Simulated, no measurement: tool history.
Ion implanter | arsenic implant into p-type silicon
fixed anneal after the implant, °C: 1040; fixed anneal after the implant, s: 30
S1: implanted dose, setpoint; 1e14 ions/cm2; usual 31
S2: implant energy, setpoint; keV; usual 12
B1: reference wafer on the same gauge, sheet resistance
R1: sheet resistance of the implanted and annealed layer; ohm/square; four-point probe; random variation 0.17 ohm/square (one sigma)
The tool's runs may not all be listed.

| run | hour | S1 | S2 | B1 | R1 |
|---|---|---|---|---|---|
| 1 | 0 | 31 | 14.5 | 81.86 | 73.77 |
| 2 | 47.5 | 31 | 12 | 81.86 | 75.14 |
| 3 | 146.6 | 31 | 12 | 81.95 | 75.55 |
| 4 | 226.9 | 31 | 12 | 81.89 | 75.42 |
| 5 | 264.9 | 25.54 | 14 | 81.89 | 78.03 |
| 6 | 434 | 25.54 | 14 | 81.9 | 77.79 |
| 7 | 484.3 | 25.54 | 14 | 81.87 | 78.03 |
| 8 | 587.3 | 24.61 | 10.5 | 81.88 | 80.17 |
| 9 | 628.6 | 24.61 | 10.5 | 81.87 | 80.32 |
| 10 | 679.6 | 24.61 | 10.5 | 81.94 | 80.21 |
| 11 | 741.5 | 31 | 12 | 81.82 | 74.69 |
| 12 | 831.8 | 31 | 12 | 81.88 | 74.4 |
| 13 | 938.3 | 23.6 | 8 | 81.94 | 81.94 |
|  | 1015.1 | Faraday cup replaced and dose calibrated |
| 14 | 1021 | 31 | 15.5 | 81.96 | 73.37 |
| 15 | 1104.5 | 25.54 | 14 | 81.93 | 78.28 |
| 16 | 1201.6 | 31 | 12 | 81.93 | 75.45 |
|  | 1227.1 | extraction supply calibrated |
| 17 | 1243.1 | 36.8 | 10.5 | 81.87 | 73.61 |
| 18 | 1333.8 | 21.88 | 15.5 | 81.91 | 81.14 |
|  | 1447.8 | gauge calibrated |
| 19 | 1564.6 | 26.4 | 9.5 | 81.9 | 79.66 |
| 20 | 1620.8 | 27.56 | 13.5 | 81.88 | 76.5 |
| 21 | 1701 | 31 | 12 | 81.89 | 75.27 |

Forecast run 22:
| 22 | 1787.1 | 23.13 | 12 | ? | ? |

B1: 81.95
R1: 81.15 ohm/square
Without the tool's hidden state the same run would have given R1 81.67 ohm/square.
